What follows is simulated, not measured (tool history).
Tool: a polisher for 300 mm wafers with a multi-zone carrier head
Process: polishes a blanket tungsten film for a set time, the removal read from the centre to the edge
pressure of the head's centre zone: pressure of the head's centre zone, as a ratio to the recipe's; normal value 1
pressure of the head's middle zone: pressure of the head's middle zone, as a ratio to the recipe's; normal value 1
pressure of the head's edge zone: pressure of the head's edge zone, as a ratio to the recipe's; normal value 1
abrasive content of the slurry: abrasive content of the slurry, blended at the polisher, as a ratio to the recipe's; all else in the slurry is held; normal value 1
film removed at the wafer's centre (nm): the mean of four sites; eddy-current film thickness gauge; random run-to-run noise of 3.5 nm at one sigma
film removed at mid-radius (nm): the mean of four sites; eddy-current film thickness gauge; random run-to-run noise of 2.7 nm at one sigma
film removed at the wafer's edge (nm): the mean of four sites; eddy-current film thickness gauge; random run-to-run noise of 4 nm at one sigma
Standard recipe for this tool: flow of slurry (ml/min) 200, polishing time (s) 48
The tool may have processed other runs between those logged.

run,hour,flow of slurry (ml/min),pressure of the head's centre zone,pressure of the head's middle zone,pressure of the head's edge zone,abrasive content of the slurry,polishing time (s),wafers since the last listed run,wafers polished on this pad,hours since the slurry nozzle was cleaned,hours since the centre zone pressure was calibrated,hours since the edge zone pressure was calibrated,hours since the carrier head's membrane was replaced,"incoming thickness of the incoming film, nm",film removed at the wafer's centre (nm),film removed at mid-radius (nm),film removed at the wafer's edge (nm)
1,0,200,1,1,1,1,48,0,4,790.6,1430.7,752.6,1198.3,861.8,244.4,240.6,244
2,16,200,1,1,1,1,48,130,134,806.6,1446.7,768.6,1214.3,869.7,232.9,235.3,242.5
3,29.7,200,1,1,1,1,48,111,246,820.3,1460.4,782.3,1228,858.3,235.4,232.9,237.5
# hour 42.4: centre zone pressure recalibrated
4,56.8,200,0.96,1,1,1,48,204,451,847.4,14.4,809.4,1255.1,849.6,221,230.7,235.1
# hour 63.1: worn pad replaced by a new one, repeated, since the last time left the tool worse
5,65.3,200,1.1,1,1,1,31,36,17,855.9,22.9,817.9,1263.6,872.7,192.5,169.9,171.7
# hour 69.4: edge zone pressure recalibrated
# hour 74.8: slurry nozzle cleaned
6,77.6,165,1,1,1,1,48,75,93,2.8,35.2,8.2,1275.9,859.8,248.2,253.7,255.5
# hour 91.4: carrier head's membrane replaced by a new one
7,91.9,200,1,1,0.95,1,48,75,169,17.1,49.5,22.5,0.5,851.6,256.6,258.4,254.8
8,102.8,200,1,1,1,1,48,88,258,28,60.4,33.4,11.4,864.6,254,253.7,257.7
9,111.9,200,1,1,1.03,1,38,74,332,37.1,69.5,42.5,20.5,861.2,201.1,203.7,206.3
10,121.3,135,1,0.97,1,1.15,55,76,409,46.5,78.9,51.9,29.9,851.5,275.9,273.2,284
11,128.8,200,1,1,1,1,63,61,470,54,86.4,59.4,37.4,868.8,333.7,331.2,334.6
12,142.4,200,1,1,1,1,48,110,581,67.6,100,73,51,859,251.7,255.3,259.9
13,178.8,220,1,1,1,1,48,296,878,104,136.4,109.4,87.4,868.3,257.2,250.4,256.6
14,186,155,1,0.94,1,1.15,32,58,937,111.2,143.6,116.6,94.6,864.5,163.5,155.4,168.8
15,194.6,200,1,1,1,1,35,70,1007,119.8,152.2,125.2,103.2,855,181.5,182,186.3
16,210.3,200,1,1.03,1,1,53,128,1135,135.5,167.9,140.9,118.9,868.4,273.8,288.4,288.7
# hour 224.8: worn pad replaced by a new one
17,225.3,200,1,1.05,1.03,1,48,89,3,150.5,182.9,155.9,133.9,857.9,268.7,276.1,273.5
18,238.2,200,1,1,1,1,48,105,109,163.4,195.8,168.8,146.8,853.4,264.5,261.4,258.9
19,249.2,200,1,1.03,1,1,53,89,198,174.4,206.8,179.8,157.8,861.6,288.7,290,293.7

The next listed run, before its measurement:
20,278.2,200,1,1,1,1,48,236,435,203.4,235.8,208.8,186.8,866.4,?,?,?

Run 20 came out at film removed at the wafer's centre (nm) 256.6, film removed at mid-radius (nm) 249.4, film removed at the wafer's edge (nm) 255.7.
Without the tool's hidden state the same run would have given film removed at the wafer's centre (nm) 267.7, film removed at mid-radius (nm) 260.2, film removed at the wafer's edge (nm) 266.7.
